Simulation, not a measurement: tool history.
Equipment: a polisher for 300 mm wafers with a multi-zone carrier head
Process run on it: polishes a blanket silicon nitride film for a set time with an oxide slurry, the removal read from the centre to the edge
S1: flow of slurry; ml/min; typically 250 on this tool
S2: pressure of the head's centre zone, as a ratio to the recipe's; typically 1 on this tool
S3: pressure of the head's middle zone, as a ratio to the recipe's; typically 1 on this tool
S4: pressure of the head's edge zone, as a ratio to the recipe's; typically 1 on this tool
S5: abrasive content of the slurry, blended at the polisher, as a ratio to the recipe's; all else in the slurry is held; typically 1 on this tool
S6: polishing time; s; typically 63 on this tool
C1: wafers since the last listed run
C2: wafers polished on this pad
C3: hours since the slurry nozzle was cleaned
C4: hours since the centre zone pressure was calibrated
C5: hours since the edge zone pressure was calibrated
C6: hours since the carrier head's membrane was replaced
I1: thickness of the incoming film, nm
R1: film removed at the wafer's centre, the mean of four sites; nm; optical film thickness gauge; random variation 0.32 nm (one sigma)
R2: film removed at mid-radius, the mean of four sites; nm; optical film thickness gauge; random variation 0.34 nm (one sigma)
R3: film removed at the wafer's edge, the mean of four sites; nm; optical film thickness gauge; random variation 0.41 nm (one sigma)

| run | hour | S1 | S2 | S3 | S4 | S5 | S6 | C1 | C2 | C3 | C4 | C5 | C6 | I1 | R1 | R2 | R3 |
|---|---|---|---|---|---|---|---|---|---|---|---|---|---|---|---|---|---|
| 1 | 0 | 250 | 1 | 1 | 1 | 1 | 63 | 0 | 6271 | 107.8 | 107.2 | 155.7 | 1081.9 | 435.2 | 38.4 | 38.9 | 37.4 |
|  | 4.5 | worn pad replaced by a new one |
| 2 | 30.7 | 250 | 1 | 0.92 | 1 | 1 | 63 | 377 | 370 | 138.5 | 137.9 | 186.4 | 1112.6 | 436.7 | 38.6 | 35.7 | 37.5 |
| 3 | 56.6 | 250 | 1 | 0.93 | 1 | 1 | 63 | 366 | 736 | 164.4 | 163.8 | 212.3 | 1138.5 | 443.4 | 38.4 | 36.3 | 38 |
| 4 | 113.3 | 250 | 1 | 1 | 1 | 1 | 63 | 801 | 1537 | 221.1 | 220.5 | 269 | 1195.2 | 437.8 | 38.2 | 38.4 | 37.4 |
| 5 | 140.2 | 250 | 1 | 1 | 1 | 1 | 63 | 380 | 1917 | 248 | 247.4 | 295.9 | 1222.1 | 440.5 | 38 | 38.7 | 37.6 |
| 6 | 184.4 | 250 | 1 | 1.05 | 0.93 | 1.3 | 63 | 624 | 2542 | 292.2 | 291.6 | 340.1 | 1266.3 | 438.2 | 43 | 46.1 | 41.4 |
| 7 | 239.1 | 210 | 0.91 | 1 | 1 | 1 | 63 | 773 | 3315 | 346.9 | 346.3 | 394.8 | 1321 | 442.8 | 34.2 | 37.5 | 37.1 |
| 8 | 310.2 | 250 | 1 | 1 | 0.95 | 1 | 68 | 1004 | 4320 | 418 | 417.4 | 465.9 | 1392.1 | 440.2 | 40.8 | 41.7 | 39.8 |
| 9 | 375.4 | 250 | 1 | 1 | 1 | 1 | 63 | 921 | 5242 | 483.2 | 482.6 | 531.1 | 1457.3 | 444 | 38.4 | 38.3 | 37.4 |
|  | 389 | edge zone pressure recalibrated |
|  | 403.5 | worn pad replaced by a new one |
|  | 429.6 | slurry nozzle cleaned |
| 10 | 445 | 315 | 1 | 1 | 1 | 1 | 44 | 884 | 572 | 15.4 | 552.2 | 56 | 1526.9 | 439.5 | 26.7 | 27.5 | 26.5 |
| 11 | 517 | 250 | 0.91 | 1 | 1 | 1 | 63 | 1017 | 1590 | 87.4 | 624.2 | 128 | 1598.9 | 442.8 | 34.3 | 38.6 | 37.4 |
|  | 535.9 | carrier head's membrane replaced by a new one |
| 12 | 577.6 | 250 | 1 | 1 | 1 | 1 | 73 | 785 | 2376 | 148 | 684.8 | 188.6 | 41.7 | 437.9 | 42.8 | 44.8 | 44.3 |
| 13 | 718.7 | 285 | 1 | 1.1 | 0.93 | 1.25 | 63 | 1994 | 4370 | 289.1 | 825.9 | 329.7 | 182.8 | 434.9 | 41.9 | 47 | 41.7 |
| 14 | 784.5 | 250 | 1 | 1 | 1 | 1 | 63 | 930 | 5300 | 354.9 | 891.7 | 395.5 | 248.6 | 440.9 | 36.9 | 38 | 37.8 |
|  | 802.4 | worn pad replaced by a new one |
|  | 852 | centre zone pressure recalibrated |
| 15 | 852.5 | 250 | 1 | 1 | 1 | 1 | 63 | 876 | 679 | 422.9 | 0.5 | 463.5 | 316.6 | 438.1 | 38.4 | 38.6 | 37.7 |
|  | 857.6 | edge zone pressure recalibrated |
|  | 920.8 | slurry nozzle cleaned |
| 16 | 921.9 | 220 | 1 | 0.89 | 1 | 0.9 | 42 | 938 | 1617 | 1.1 | 69.9 | 64.3 | 386 | 439.6 | 23.8 | 21.8 | 23.9 |
| 17 | 946.3 | 180 | 1 | 1 | 1 | 1 | 63 | 344 | 1962 | 25.5 | 94.3 | 88.7 | 410.4 | 435.2 | 37 | 37.2 | 36.8 |
| 18 | 981.9 | 295 | 1 | 1.07 | 1.07 | 1 | 63 | 503 | 2465 | 61.1 | 129.9 | 124.3 | 446 | 438.7 | 39 | 41.4 | 38.5 |
| 19 | 1033.6 | 250 | 1 | 1 | 1 | 1 | 63 | 730 | 3196 | 112.8 | 181.6 | 176 | 497.7 | 441.7 | 38.9 | 38.1 | 37.8 |
| 20 | 1082.1 | 250 | 1.09 | 0.88 | 1 | 1 | 63 | 685 | 3882 | 161.3 | 230.1 | 224.5 | 546.2 | 434.3 | 41.9 | 34.2 | 37.1 |

Below, each run's measurement less what the same run would have read without the hidden state. Both values contain the same run-to-run variation, but the gauge's scatter may not be the same in both:
Hidden state at play: removal rate lost through wear of the pad, %; slurry flow missing at the pad, %; deviation of the centre zone's pressure from its setpoint, %; deviation of the edge zone's pressure from its setpoint, %.
| run | R1 |
|---|---|
| 1 | -0.4 |
| 2 | -0.5 |
| 3 | -0.5 |
| 4 | -0.6 |
| 5 | -0.6 |
| 6 | -0.8 |
| 7 | -0.8 |
| 8 | -1 |
| 9 | -1.1 |
| 10 | -0.8 |
| 11 | -1.3 |
| 12 | -1.8 |
| 13 | -2 |
| 14 | -1.9 |
| 15 | -0.1 |
| 16 | -0.2 |
| 17 | -0.3 |
| 18 | -0.4 |
| 19 | -0.5 |
| 20 | -0.6 |
R2 without the hidden state stays within 0.1 nm of what was measured, in all runs.
R3: measured minus the no-hidden-state value equals 0 in all runs.

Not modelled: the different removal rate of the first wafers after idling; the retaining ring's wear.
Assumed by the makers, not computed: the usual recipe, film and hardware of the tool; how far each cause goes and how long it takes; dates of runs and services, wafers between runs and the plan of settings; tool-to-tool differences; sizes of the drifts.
